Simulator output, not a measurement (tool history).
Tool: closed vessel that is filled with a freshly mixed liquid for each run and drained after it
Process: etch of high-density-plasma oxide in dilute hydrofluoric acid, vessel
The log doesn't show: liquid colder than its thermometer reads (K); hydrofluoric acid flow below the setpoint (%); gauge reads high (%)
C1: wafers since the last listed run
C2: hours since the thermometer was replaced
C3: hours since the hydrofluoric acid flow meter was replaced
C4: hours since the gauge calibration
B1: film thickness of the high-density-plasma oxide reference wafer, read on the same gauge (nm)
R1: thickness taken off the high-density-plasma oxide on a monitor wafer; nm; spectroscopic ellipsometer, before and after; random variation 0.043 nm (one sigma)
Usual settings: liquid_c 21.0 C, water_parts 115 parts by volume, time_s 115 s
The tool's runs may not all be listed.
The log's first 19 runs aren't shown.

{"run": 20, "hour": 1147.5, "liquid_c": 25.5, "water_parts": 115, "time_s": 115, "C1": 5413, "C2": 635.9, "C3": 491.4, "C4": 875.6, "B1": 129.99, "R1": 8.1}
{"run": 21, "hour": 1189.2, "liquid_c": 25.5, "water_parts": 155, "time_s": 75, "C1": 3832, "C2": 677.6, "C3": 533.1, "C4": 917.3, "B1": 129.98, "R1": 3.7}
{"hour": 1245.0, "done": "hydrofluoric acid flow meter replaced"}
{"run": 22, "hour": 1248.1, "liquid_c": 23.0, "water_parts": 115, "time_s": 115, "C1": 5322, "C2": 736.5, "C3": 3.1, "C4": 976.2, "B1": 130.03, "R1": 7.34}
{"run": 23, "hour": 1315.5, "liquid_c": 21.0, "water_parts": 115, "time_s": 65, "C1": 6195, "C2": 803.9, "C3": 70.5, "C4": 1043.6, "B1": 129.98, "R1": 3.82}
{"run": 24, "hour": 1366.7, "liquid_c": 21.0, "water_parts": 115, "time_s": 115, "C1": 4706, "C2": 855.1, "C3": 121.7, "C4": 1094.8, "B1": 130.01, "R1": 6.73}
{"run": 25, "hour": 1413.0, "liquid_c": 21.0, "water_parts": 175, "time_s": 175, "C1": 4255, "C2": 901.4, "C3": 168.0, "C4": 1141.1, "B1": 129.96, "R1": 6.26}
{"run": 26, "hour": 1479.1, "liquid_c": 21.0, "water_parts": 115, "time_s": 115, "C1": 6075, "C2": 967.5, "C3": 234.1, "C4": 1207.2, "B1": 129.97, "R1": 6.77}
{"run": 27, "hour": 1503.9, "liquid_c": 21.0, "water_parts": 140, "time_s": 115, "C1": 2279, "C2": 992.3, "C3": 258.9, "C4": 1232.0, "B1": 129.99, "R1": 5.3}
{"run": 28, "hour": 1564.4, "liquid_c": 19.0, "water_parts": 115, "time_s": 115, "C1": 5561, "C2": 1052.8, "C3": 319.4, "C4": 1292.5, "B1": 130.01, "R1": 6.16}
{"run": 29, "hour": 1624.9, "liquid_c": 21.0, "water_parts": 115, "time_s": 165, "C1": 5561, "C2": 1113.3, "C3": 379.9, "C4": 1353.0, "B1": 129.95, "R1": 9.74}
{"run": 30, "hour": 1682.0, "liquid_c": 26.0, "water_parts": 175, "time_s": 75, "C1": 5248, "C2": 1170.4, "C3": 437.0, "C4": 1410.1, "B1": 129.98, "R1": 3.3}
{"hour": 1696.9, "done": "hydrofluoric acid flow meter replaced"}
{"run": 31, "hour": 1725.9, "liquid_c": 21.0, "water_parts": 115, "time_s": 115, "C1": 3943, "C2": 1214.3, "C3": 29.0, "C4": 1454.0, "B1": 130.01, "R1": 6.75}
{"run": 32, "hour": 1761.6, "liquid_c": 19.5, "water_parts": 160, "time_s": 90, "C1": 3281, "C2": 1250.0, "C3": 64.7, "C4": 1489.7, "B1": 129.99, "R1": 3.4}

Forecast each of these 4 alternatives for the next run:
{"run": "A", "hour": 1762.3, "liquid_c": 21.0, "water_parts": 115, "time_s": 115, "C1": 64, "C2": 1250.7, "C3": 65.4, "C4": 1490.4, "B1": "?", "R1": "?"}
{"run": "B", "hour": 1762.3, "liquid_c": 21.0, "water_parts": 145, "time_s": 115, "C1": 64, "C2": 1250.7, "C3": 65.4, "C4": 1490.4, "B1": "?", "R1": "?"}
{"run": "C", "hour": 1762.3, "liquid_c": 21.0, "water_parts": 155, "time_s": 115, "C1": 64, "C2": 1250.7, "C3": 65.4, "C4": 1490.4, "B1": "?", "R1": "?"}
{"run": "D", "hour": 1762.3, "liquid_c": 21.0, "water_parts": 80, "time_s": 115, "C1": 64, "C2": 1250.7, "C3": 65.4, "C4": 1490.4, "B1": "?", "R1": "?"}

run=A B1=129.96 R1=6.76
run=B B1=129.96 R1=5.19
run=C B1=129.96 R1=4.80
run=D B1=129.96 R1=10.11
Without the tool's hidden state the same runs would have given:
run=A R1=6.76
run=B R1=5.19
run=C R1=4.80
run=D R1=10.11

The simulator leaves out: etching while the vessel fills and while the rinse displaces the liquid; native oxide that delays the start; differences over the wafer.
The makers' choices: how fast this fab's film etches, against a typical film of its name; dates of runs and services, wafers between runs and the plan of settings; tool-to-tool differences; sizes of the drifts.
